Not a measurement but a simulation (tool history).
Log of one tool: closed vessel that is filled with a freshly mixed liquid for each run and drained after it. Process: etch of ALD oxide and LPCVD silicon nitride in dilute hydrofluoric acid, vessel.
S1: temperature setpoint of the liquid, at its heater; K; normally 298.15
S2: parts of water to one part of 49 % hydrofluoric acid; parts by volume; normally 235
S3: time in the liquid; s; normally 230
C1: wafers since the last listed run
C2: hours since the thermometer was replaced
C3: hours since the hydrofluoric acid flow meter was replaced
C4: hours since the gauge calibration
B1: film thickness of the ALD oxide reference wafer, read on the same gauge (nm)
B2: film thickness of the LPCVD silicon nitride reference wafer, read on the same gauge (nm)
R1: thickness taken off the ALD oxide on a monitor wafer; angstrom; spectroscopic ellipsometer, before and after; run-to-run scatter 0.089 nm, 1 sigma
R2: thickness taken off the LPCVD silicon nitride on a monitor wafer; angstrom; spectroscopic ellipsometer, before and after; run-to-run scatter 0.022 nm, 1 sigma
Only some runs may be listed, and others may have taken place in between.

run	day	S1	S2	S3	C1	C2	C3	C4	B1	B2	R1	R2
1	0	298.15	235	230	0	2596	813.9	249.7	80.03	80.001	152.5	4.93
2	0.358	298.15	235	230	858	2604.6	822.5	258.3	80.06	79.995	153.6	5.05
3	0.729	298.15	235	230	888	2613.5	831.4	267.2	79.93	80.009	152.7	5.28
4	1.221	298.15	235	230	1177	2625.3	843.2	279	79.98	79.986	154.4	5.22
5	1.821	298.15	235	230	1436	2639.7	857.6	293.4	80	80.012	153.1	5.29
6	2.175	298.15	300	230	848	2648.2	866.1	301.9	80.06	80.001	113.2	3.84
7	2.717	298.15	300	230	1297	2661.2	879.1	314.9	80.01	80.004	111.1	4.17
8	4.4	294.65	235	230	4031	2701.6	919.5	355.3	80.03	80.008	133.8	4.08
9	4.792	294.65	235	230	937	2711	928.9	364.7	80.01	80.017	134.4	4.12
10	5.217	302.65	135	115	1017	2721.2	939.1	374.9	79.95	80.007	175.9	6.16
11	6.212	298.15	270	230	2384	2745.1	963	398.8	80.03	80.012	127.2	4.25
12	6.9	298.15	235	230	1646	2761.6	979.5	415.3	80.03	80.005	153.8	4.86
# day 7.012: hydrofluoric acid flow meter replaced
13	7.496	293.65	235	120	1327	2775.9	11.6	429.6	80	80.011	68.1	1.93
14	8.158	302.65	175	360	1586	2791.8	27.5	445.5	80.03	79.992	400.9	13.35
15	8.892	298.15	235	230	1756	2809.4	45.1	463.1	80.01	80.001	150.6	5.31
16	9.279	301.15	295	135	927	2818.7	54.4	472.4	79.98	79.997	74.4	2.87
# day 9.6: thermometer replaced
17	9.621	298.15	235	230	718	0.5	62.6	480.6	79.96	80.017	152.7	4.52
18	10.192	298.15	235	230	1366	14.2	76.3	494.3	79.96	79.99	152.6	5.09
# day 10.271: gauge calibrated
19	10.804	294.65	145	270	1466	28.9	91	12.8	80	80.007	280.9	7.6
20	11.067	298.15	235	275	628	35.2	97.3	19.1	80.01	79.985	180.7	5.94
21	11.446	301.15	235	290	908	44.3	106.4	28.2	79.99	79.984	214.2	7.55
22	11.862	302.65	235	230	997	54.3	116.4	38.2	80.02	79.995	177.5	6.31
23	12.2	298.15	235	230	808	62.4	124.5	46.3	79.98	80.012	152.4	5.03

What will run 24 give?
24	12.9	300.65	135	285	1676	79.2	141.3	63.1	?	?	?	?

For run 24 the tool returned B1 79.97, B2 79.997, R1 404.4 angstrom, R2 13.73 angstrom.
With the hidden condition absent and the run-to-run variation left alone, this run would have shown R1 404.4 angstrom, R2 13.73 angstrom.
